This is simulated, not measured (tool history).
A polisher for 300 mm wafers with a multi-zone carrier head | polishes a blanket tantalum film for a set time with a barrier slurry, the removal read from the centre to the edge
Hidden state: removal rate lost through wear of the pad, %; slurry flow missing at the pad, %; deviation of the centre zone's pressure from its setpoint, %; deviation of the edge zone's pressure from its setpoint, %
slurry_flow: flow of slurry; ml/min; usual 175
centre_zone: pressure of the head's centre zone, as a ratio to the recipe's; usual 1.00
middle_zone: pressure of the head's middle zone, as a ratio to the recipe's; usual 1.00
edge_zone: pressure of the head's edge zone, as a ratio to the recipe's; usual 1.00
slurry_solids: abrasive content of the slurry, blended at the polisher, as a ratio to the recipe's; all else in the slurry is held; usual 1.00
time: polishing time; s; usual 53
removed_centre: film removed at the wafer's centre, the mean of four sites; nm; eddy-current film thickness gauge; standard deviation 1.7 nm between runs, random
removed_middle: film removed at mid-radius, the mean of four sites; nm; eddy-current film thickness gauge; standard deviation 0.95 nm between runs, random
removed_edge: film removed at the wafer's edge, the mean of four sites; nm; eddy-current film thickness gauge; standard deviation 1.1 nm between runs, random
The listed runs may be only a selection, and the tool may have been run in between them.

run,hour,slurry_flow,centre_zone,middle_zone,edge_zone,slurry_solids,time,wafers since the last listed run,wafers polished on this pad,hours since the slurry nozzle was cleaned,hours since the centre zone pressure was calibrated,hours since the edge zone pressure was calibrated,hours since the carrier head's membrane was replaced,"incoming thickness of the incoming film, nm",removed_centre,removed_middle,removed_edge
1,0.0,175,1.00,1.00,1.00,1.00,53,0,1111,133.7,147.6,623.5,922.5,324.6,130.1,116.4,116.1
2,34.7,175,1.00,1.00,1.00,1.00,53,350,1462,168.4,182.3,658.2,957.2,323.3,131.0,116.3,115.6
# hour 43.9: centre zone pressure recalibrated, repeated, since the last time left the tool worse
3,59.8,205,1.00,1.00,1.00,1.00,53,233,1695,193.5,15.9,683.3,982.3,324.9,117.9,116.5,118.4
4,76.2,175,1.00,1.00,1.00,1.00,53,165,1861,209.9,32.3,699.7,998.7,319.0,116.6,114.9,114.5
5,100.3,175,1.00,1.00,1.00,0.75,53,243,2104,234.0,56.4,723.8,1022.8,323.0,106.0,105.8,106.6
# hour 126.8: worn pad replaced by a new one
6,127.3,175,1.05,1.10,1.00,1.00,53,232,4,261.0,83.4,750.8,1049.8,322.9,124.0,122.7,115.5
7,143.8,175,1.03,1.00,1.00,0.85,48,166,171,277.5,99.9,767.3,1066.3,325.9,105.6,99.9,99.9
8,172.6,175,1.00,1.00,1.00,1.00,53,291,462,306.3,128.7,796.1,1095.1,322.8,119.9,115.7,114.6
# hour 188.3: slurry nozzle cleaned
9,190.8,120,1.00,1.00,1.00,1.15,53,173,636,2.5,146.9,814.3,1113.3,317.3,120.6,116.6,117.2
10,208.2,225,0.93,1.00,1.00,1.00,47,175,812,19.9,164.3,831.7,1130.7,320.9,102.9,104.1,104.5
# hour 215.8: edge zone pressure recalibrated
11,226.1,140,1.09,1.00,1.00,0.85,53,160,973,37.8,182.2,10.3,1148.6,316.2,118.5,105.9,109.1
12,250.7,175,1.00,1.00,1.00,1.00,53,248,1221,62.4,206.8,34.9,1173.2,322.2,118.8,116.2,114.1
13,270.0,175,1.00,1.00,1.00,1.00,59,195,1416,81.7,226.1,54.2,1192.5,322.1,136.8,129.6,127.5
14,291.2,175,1.00,1.00,1.00,1.00,53,214,1631,102.9,247.3,75.4,1213.7,320.9,120.1,115.6,114.9
# hour 314.5: worn pad replaced by a new one
15,357.8,175,1.00,1.00,1.00,1.00,53,632,437,169.5,313.9,142.0,1280.3,315.3,123.5,115.8,115.6
# hour 376.3: carrier head's membrane replaced by a new one
16,440.8,175,1.03,1.00,1.00,0.80,53,788,1225,252.5,396.9,225.0,64.5,323.4,112.8,108.3,109.2
17,453.2,175,1.00,1.00,1.00,1.00,53,125,1351,264.9,409.3,237.4,76.9,314.5,124.5,115.5,116.0
# hour 479.2: slurry nozzle cleaned
18,482.6,190,0.97,1.10,1.00,1.00,44,287,1638,3.4,438.7,266.8,106.3,319.7,98.8,102.1,96.5
19,511.8,175,1.00,0.93,1.00,1.15,53,295,1933,32.6,467.9,296.0,135.5,318.2,125.1,115.2,120.8
# hour 546.5: worn pad replaced by a new one
20,547.0,150,0.89,1.00,1.00,1.00,53,315,4,67.8,503.1,331.2,170.7,319.8,111.4,113.1,114.5
21,567.0,120,1.04,1.00,1.11,1.00,53,202,207,87.8,523.1,351.2,190.7,317.7,120.9,110.2,118.8
# hour 574.1: centre zone pressure recalibrated
22,593.1,175,1.00,1.00,1.00,1.00,62,243,450,113.9,19.0,377.3,216.8,326.5,141.9,136.4,134.5

Predict each of these 3 candidate next runs independently; none follows another, all start after run 22:
A,593.5,145,1.00,1.00,1.00,1.00,53,4,454,114.3,19.4,377.7,217.2,321.3,?,?,?
B,593.5,175,1.00,1.04,1.00,1.00,53,4,454,114.3,19.4,377.7,217.2,321.3,?,?,?
C,593.5,150,1.11,1.00,0.96,0.80,53,4,454,114.3,19.4,377.7,217.2,321.3,?,?,?

run,removed_centre,removed_middle,removed_edge
A,118.0,112.1,114.0
B,120.9,117.3,115.7
C,119.6,104.9,104.7
Stripped of hidden state, with their random variation kept, the same runs would have yielded:
run,removed_centre,removed_middle,removed_edge
A,117.7,112.1,114.0
B,120.5,117.3,115.7
C,119.3,104.9,104.7

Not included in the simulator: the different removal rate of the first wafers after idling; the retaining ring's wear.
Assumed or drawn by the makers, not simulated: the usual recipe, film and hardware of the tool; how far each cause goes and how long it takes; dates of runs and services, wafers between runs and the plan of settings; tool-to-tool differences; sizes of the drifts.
